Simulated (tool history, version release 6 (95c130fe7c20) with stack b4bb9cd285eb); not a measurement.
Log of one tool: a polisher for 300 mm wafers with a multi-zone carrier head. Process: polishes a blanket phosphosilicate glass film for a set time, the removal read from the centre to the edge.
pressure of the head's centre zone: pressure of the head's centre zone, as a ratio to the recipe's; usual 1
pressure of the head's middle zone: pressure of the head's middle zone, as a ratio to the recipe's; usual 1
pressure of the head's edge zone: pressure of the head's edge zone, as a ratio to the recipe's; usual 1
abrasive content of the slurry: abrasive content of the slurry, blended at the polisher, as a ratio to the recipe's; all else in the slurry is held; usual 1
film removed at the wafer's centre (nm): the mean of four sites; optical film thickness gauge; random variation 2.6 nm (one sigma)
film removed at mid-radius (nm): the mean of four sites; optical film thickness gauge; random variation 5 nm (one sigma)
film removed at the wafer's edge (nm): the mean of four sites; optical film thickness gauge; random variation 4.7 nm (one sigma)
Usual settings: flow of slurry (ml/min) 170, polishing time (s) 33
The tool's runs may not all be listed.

run	day	flow of slurry (ml/min)	pressure of the head's centre zone	pressure of the head's middle zone	pressure of the head's edge zone	abrasive content of the slurry	polishing time (s)	incoming thickness of the incoming film, nm	film removed at the wafer's centre (nm)	film removed at mid-radius (nm)	film removed at the wafer's edge (nm)
1	0	170	1	1	1	1	33	2339.8	386.3	417.3	420.8
2	0.546	170	1	1	1	1	33	2349.3	387.8	419.3	415.9
3	1.142	170	1	1	1	1	33	2341.6	385.6	415.8	419.4
4	1.7	170	1	1	1	1	33	2333.4	382.1	403.7	418.9
# day 1.983: worn pad replaced by a new one
5	2.283	170	1	1	1	1	33	2365.8	381.1	417.1	416.3
6	2.55	170	1	1	1	0.75	33	2361.9	322	350.2	353.9
# day 3.05: carrier head's membrane replaced by a new one
7	3.071	170	1	1	1	1.05	33	2320	389.7	413.1	427.7
8	3.321	170	1	1	1	1	33	2325.4	381.1	402.7	409.4
9	3.775	170	1	1	1.05	1	33	2319.4	375.9	406.5	428.7
10	4.333	170	1	1	1.05	1	33	2360.6	374.4	403.9	422.5
11	4.671	170	1	0.97	0.91	1	33	2335.1	372	389.2	397.7
12	5.4	150	1	1	1	1	33	2310.4	353.8	380.6	397.9
13	5.938	170	1	1	0.96	1	33	2336.1	369.7	406.1	391
# day 6.021: centre zone pressure recalibrated
14	6.354	130	1.06	0.91	1	1.25	33	2356.2	387.6	375.8	433.8
# day 6.446: slurry nozzle cleaned
# day 6.988: worn pad replaced by a new one
15	7.008	170	0.9	1.07	0.94	1	38	2324.8	440.5	543.5	500.6
# day 7.321: edge zone pressure recalibrated
16	7.342	170	1	1	1	1.2	45	2350.1	621.1	681.5	652.1
17	7.792	170	1	0.92	1.11	1	33	2327	416.7	421.5	466
18	8.446	170	1	1	1	1	33	2326.1	415.3	451.4	444
19	8.85	220	1	0.9	1	1.25	43	2373.3	632.2	625.6	671.9
20	9.212	170	1	1	1	1	33	2347.7	421.5	451.3	447.2
21	9.525	115	1	0.9	1	1.2	25	2345.5	315.7	314.4	346.7
22	10.083	170	1	1	1	1	33	2369.5	421	441.6	444.4

4 ways to go on from here, each from the tool as it stands after run 22. What would each give?
A	10.1	170	1	1	1	1	33	2348.2	?	?	?
B	10.1	170	0.92	1	1	1	33	2348.2	?	?	?
C	10.1	170	1	0.89	1	1	27	2348.2	?	?	?
D	10.1	170	1	0.96	1	1	43	2348.2	?	?	?

run	film removed at the wafer's centre (nm)	film removed at mid-radius (nm)	film removed at the wafer's edge (nm)
A	418.2	443.9	435.2
B	384.5	444	435.2
C	342	334.3	356.5
D	544.8	561.6	567.4
Without the tool's hidden state the same runs would have given:
run	film removed at the wafer's centre (nm)	film removed at mid-radius (nm)	film removed at the wafer's edge (nm)
A	420.7	446.1	436.9
B	386.8	446.3	436.9
C	344	336	357.9
D	548	564.5	569.5
